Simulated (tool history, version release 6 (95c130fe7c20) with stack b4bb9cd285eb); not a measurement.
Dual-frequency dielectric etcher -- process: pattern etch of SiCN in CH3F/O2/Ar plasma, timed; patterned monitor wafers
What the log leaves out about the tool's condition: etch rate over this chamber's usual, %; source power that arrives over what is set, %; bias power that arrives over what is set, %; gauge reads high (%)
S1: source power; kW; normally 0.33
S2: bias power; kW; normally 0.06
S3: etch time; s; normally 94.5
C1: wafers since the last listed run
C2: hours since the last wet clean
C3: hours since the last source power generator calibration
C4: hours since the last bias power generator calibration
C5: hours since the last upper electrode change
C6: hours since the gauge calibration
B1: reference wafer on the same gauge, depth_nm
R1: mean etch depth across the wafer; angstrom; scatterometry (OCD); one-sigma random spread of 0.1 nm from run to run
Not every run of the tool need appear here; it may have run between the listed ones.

run	hour	S1	S2	S3	C1	C2	C3	C4	C5	C6	B1	R1
1	0	0.33	0.06	94.5	0	227.8	2342.4	2930.3	2175.7	280.5	31.11	317.6
2	25.6	0.33	0.06	84.5	325	253.4	2368	2955.9	2201.3	306.1	31.15	283.7
3	46.4	0.33	0.06	84.5	264	274.2	2388.8	2976.7	2222.1	326.9	31.1	286
# hour 61.6: gauge calibrated
4	107.9	0.33	0.06	108.5	780	335.7	2450.3	3038.2	2283.6	46.3	31.07	362.8
5	132.5	0.33	0.06	108.5	312	360.3	2474.9	3062.8	2308.2	70.9	31.06	363.3
6	159.4	0.33	0.06	108.5	341	387.2	2501.8	3089.7	2335.1	97.8	31.09	362.4
7	195.4	0.33	0.06	79.5	457	423.2	2537.8	3125.7	2371.1	133.8	31.05	265.5
# hour 227.8: wet clean of the chamber
8	228.3	0.33	0.06	79.5	112	0.5	2570.7	3158.6	2404	166.7	31.14	268.9
9	243	0.33	0.06	79.5	186	15.2	2585.4	3173.3	2418.7	181.4	31.09	270.5
10	275.6	0.33	0.06	94.5	413	47.8	2618	3205.9	2451.3	214	31.11	320.3
# hour 321.6: upper electrode replaced
11	322.1	0.33	0.07	94.5	285	94.3	2664.5	3252.4	0.5	260.5	31.12	332.2
12	328.2	0.33	0.06	79.5	77	100.4	2670.6	3258.5	6.6	266.6	31.09	268.8
# hour 352.4: bias power generator calibrated
13	357.9	0.33	0.07	72.5	326	130.1	2700.3	5.5	36.3	296.3	31.12	256.5
14	376.1	0.38	0.06	123	231	148.3	2718.5	23.7	54.5	314.5	31.09	451.2
15	407.7	0.33	0.075	79.5	401	179.9	2750.1	55.3	86.1	346.1	31.12	285.1
# hour 408.5: gauge calibrated
# hour 441.7: source power generator calibrated
16	442.8	0.33	0.06	94.5	394	215	1.1	90.4	121.2	34.3	31.08	318.3
17	463	0.4	0.066	75	256	235.2	21.3	110.6	141.4	54.5	31.08	290.3
18	493.6	0.33	0.06	94.5	388	265.8	51.9	141.2	172	85.1	31.1	318.1
19	519.5	0.27	0.054	114	328	291.7	77.8	167.1	197.9	111	31.04	327.2
20	540.2	0.33	0.06	94.5	262	312.4	98.5	187.8	218.6	131.7	31.08	318.2
21	573.2	0.33	0.053	94.5	418	345.4	131.5	220.8	251.6	164.7	31.11	305.5

For each run, the measured value with the value that run would have given without the tool's hidden condition subtracted. The run-to-run variation is shared by both, the gauge scatter possibly not:
run	R1
1	-2.2
2	-2.2
3	-2.5
4	-4
5	-4.3
6	-4.7
7	-3.8
8	+0.1
9	-0.1
10	-0.4
11	-1
12	-0.8
13	-1.1
14	-2.3
15	-1.8
16	-2.4
17	-2.4
18	-3
19	-3.4
20	-3.5
21	-3.7
